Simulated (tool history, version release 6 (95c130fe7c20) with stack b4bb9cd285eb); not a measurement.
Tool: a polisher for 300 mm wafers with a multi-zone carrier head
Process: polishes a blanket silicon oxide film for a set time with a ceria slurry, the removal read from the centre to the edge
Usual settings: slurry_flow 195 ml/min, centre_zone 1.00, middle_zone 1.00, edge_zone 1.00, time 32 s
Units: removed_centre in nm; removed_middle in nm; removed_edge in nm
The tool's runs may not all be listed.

run   hour  slurry_flow  centre_zone  middle_zone  edge_zone  time  wafers since the last listed run  wafers polished on this pad  hours since the slurry nozzle was cleaned  hours since the centre zone pressure was calibrated  hours since the edge zone pressure was calibrated  hours since the carrier head's membrane was replaced  incoming thickness of the incoming film, nm  removed_centre  removed_middle  removed_edge
  1    0.0          165         1.00         1.00       1.00    32                                 0                          221                                      294.4                                                411.9                                             1064.0                                                 770.6                                       1492.6           149.6           140.1         144.4
  2   12.3          165         1.00         1.00       1.00    32                               184                          406                                      306.7                                                424.2                                             1076.3                                                 782.9                                       1492.8           150.4           141.5         146.7
  3   23.4          195         1.00         1.00       0.94    32                               166                          573                                      317.8                                                435.3                                             1087.4                                                 794.0                                       1504.8           156.2           146.3         145.1
  4   40.3          195         1.00         1.00       0.94    32                               253                          827                                      334.7                                                452.2                                             1104.3                                                 810.9                                       1533.7           155.3           144.9         144.5
  5   53.7          195         1.00         1.00       0.94    32                               201                         1028                                      348.1                                                465.6                                             1117.7                                                 824.3                                       1481.7           157.9           143.4         145.8
      67.3  -- worn pad replaced by a new one
  6   70.2          195         1.00         1.00       1.00    32                               187                           43                                      364.6                                                482.1                                             1134.2                                                 840.8                                       1523.8           157.2           140.6         149.1
  7   80.8          170         0.96         1.00       1.00    32                               159                          202                                      375.2                                                492.7                                             1144.8                                                 851.4                                       1505.8           144.5           142.1         146.0
  8   96.4          255         0.89         1.00       1.00    32                               234                          436                                      390.8                                                508.3                                             1160.4                                                 867.0                                       1523.1           148.6           150.4         153.5
  9  105.3          195         1.00         1.00       1.00    32                               133                          570                                      399.7                                                517.2                                             1169.3                                                 875.9                                       1515.3           159.6           144.1         149.7
 10  121.0          195         1.10         0.91       1.00    38                               235                          806                                      415.4                                                532.9                                             1185.0                                                 891.6                                       1488.3           204.9           155.7         175.2
     132.8  -- edge zone pressure recalibrated
 11  133.2          260         0.95         0.97       1.04    32                               153                          959                                      427.6                                                545.1                                                0.4                                                 903.8                                       1501.9           159.8           147.4         154.9
 12  142.1          195         1.00         1.00       1.00    29                               133                         1093                                      436.5                                                554.0                                                9.3                                                 912.7                                       1514.4           141.8           131.5         133.9
     152.0  -- worn pad replaced by a new one
     153.1  -- carrier head's membrane replaced by a new one
 13  157.0          195         1.00         1.00       1.00    32                               146                           58                                      451.4                                                568.9                                               24.2                                                   3.9                                       1502.6           162.6           145.7         149.6
 14  166.5          135         1.00         0.89       1.04    32                               142                          200                                      460.9                                                578.4                                               33.7                                                  13.4                                       1520.4           146.4           119.2         142.1
     173.7  -- centre zone pressure recalibrated
 15  174.2          130         1.00         1.00       1.00    35                                85                          286                                      468.6                                                  0.5                                               41.4                                                  21.1                                       1491.9           146.7           145.3         153.6
     177.2  -- slurry nozzle cleaned
 16  181.5          195         1.00         0.92       1.00    25                                94                          381                                        4.3                                                  7.8                                               48.7                                                  28.4                                       1508.3           116.0           106.4         116.6
 17  188.3          195         1.00         1.00       1.00    32                               102                          483                                       11.1                                                 14.6                                               55.5                                                  35.2                                       1491.1           145.5           143.1         149.1
 18  199.3          195         1.00         1.00       1.00    32                               165                          648                                       22.1                                                 25.6                                               66.5                                                  46.2                                       1507.6           147.9           143.1         146.5
     216.0  -- worn pad replaced by a new one
 19  216.5          195         1.00         0.93       1.00    32                               198                            7                                       39.3                                                 42.8                                               83.7                                                  63.4                                       1488.8           149.6           135.1         148.5
 20  229.3          150         1.04         0.94       0.89    32                               192                          199                                       52.1                                                 55.6                                               96.5                                                  76.2                                       1515.2           146.5           131.9         136.6
 21  257.0          130         1.10         1.00       1.00    32                               416                          616                                       79.8                                                 83.3                                              124.2                                                 103.9                                       1537.6           147.8           130.6         138.8

5 ways to go on from here, each from the tool as it stands after run 21. What would each give?
  A  257.4          195         1.00         1.00       1.00    27                                 6                          622                                       80.2                                                 83.7                                              124.6                                                 104.3                                       1505.3               ?               ?             ?
  B  257.4          165         1.07         1.00       1.00    32                                 6                          622                                       80.2                                                 83.7                                              124.6                                                 104.3                                       1505.3               ?               ?             ?
  C  257.4          195         0.89         1.00       1.00    32                                 6                          622                                       80.2                                                 83.7                                              124.6                                                 104.3                                       1505.3               ?               ?             ?
  D  257.4          150         0.89         1.00       1.08    32                                 6                          622                                       80.2                                                 83.7                                              124.6                                                 104.3                                       1505.3               ?               ?             ?
  E  257.4          250         1.00         1.00       1.00    32                                 6                          622                                       80.2                                                 83.7                                              124.6                                                 104.3                                       1505.3               ?               ?             ?

run  removed_centre  removed_middle  removed_edge
  A           123.6           120.6         125.7
  B           150.4           138.6         145.7
  C           132.3           143.0         148.9
  D           125.0           135.9         147.4
  E           152.4           148.0         153.0
Without the tool's hidden state the same runs would have given:
run  removed_centre  removed_middle  removed_edge
  A           124.2           120.6         125.7
  B           151.2           138.6         145.7
  C           132.9           142.9         148.9
  D           125.6           135.9         147.4
  E           153.2           148.0         153.0
